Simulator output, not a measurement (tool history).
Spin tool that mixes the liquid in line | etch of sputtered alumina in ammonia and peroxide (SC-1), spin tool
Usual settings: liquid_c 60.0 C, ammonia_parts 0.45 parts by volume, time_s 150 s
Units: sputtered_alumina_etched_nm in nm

run	hour	liquid_c	ammonia_parts	time_s	wafers since the last listed run	hours since the thermometer was replaced	hours since the ammonia flow meter was replaced	hours since the heated supply line was repaired	hours since the drum of ammonia solution was connected	hours since the gauge calibration	read-back film thickness of the sputtered alumina reference wafer, read on the same gauge (nm)	sputtered_alumina_etched_nm
1	0.0	60.0	0.35	150	0	11.0	657.6	3064.8	798.6	416.9	120.01	15.78
2	51.3	53.5	0.45	115	322	62.3	708.9	3116.1	849.9	468.2	119.99	8.87
# hour 121.0: new drum of ammonia solution connected
3	134.1	60.0	0.45	150	513	145.1	791.7	3198.9	13.1	551.0	120.03	16.13
4	221.0	60.0	0.45	150	546	232.0	878.6	3285.8	100.0	637.9	120.02	15.99
5	320.2	60.0	0.45	150	623	331.2	977.8	3385.0	199.2	737.1	120.01	15.91
6	382.4	60.0	0.45	150	390	393.4	1040.0	3447.2	261.4	799.3	120.04	15.85
# hour 408.7: gauge calibrated
# hour 581.2: thermometer replaced
7	628.2	60.0	0.45	150	1538	47.0	1285.8	3693.0	507.2	219.5	120.00	16.09
8	687.0	60.0	0.45	150	369	105.8	1344.6	3751.8	566.0	278.3	120.05	16.19
9	756.7	60.0	0.45	150	437	175.5	1414.3	3821.5	635.7	348.0	119.97	16.09
10	861.2	60.0	0.45	150	656	280.0	1518.8	3926.0	740.2	452.5	119.99	16.05
11	947.3	60.0	0.45	150	541	366.1	1604.9	4012.1	826.3	538.6	119.99	16.05
12	1021.3	60.0	0.45	200	464	440.1	1678.9	4086.1	900.3	612.6	120.02	21.17
# hour 1052.5: new drum of ammonia solution connected
13	1065.7	67.5	0.55	180	272	484.5	1723.3	4130.5	13.2	657.0	119.98	28.35
# hour 1086.5: heated supply line repaired
# hour 1167.4: ammonia flow meter replaced
14	1168.8	54.0	0.55	215	635	587.6	1.4	82.3	116.3	760.1	119.97	17.02

Forecast run 15:
# hour 1217.1: thermometer replaced
15	1273.9	60.0	0.45	150	654	56.8	106.5	187.4	221.4	865.2	?	?

{"run 15": {"read-back film thickness of the sputtered alumina reference wafer, read on the same gauge (nm)": 120.0, "sputtered_alumina_etched_nm": 16.1}}
Without the tool's hidden state the same run would have given sputtered_alumina_etched_nm 16.15 nm.
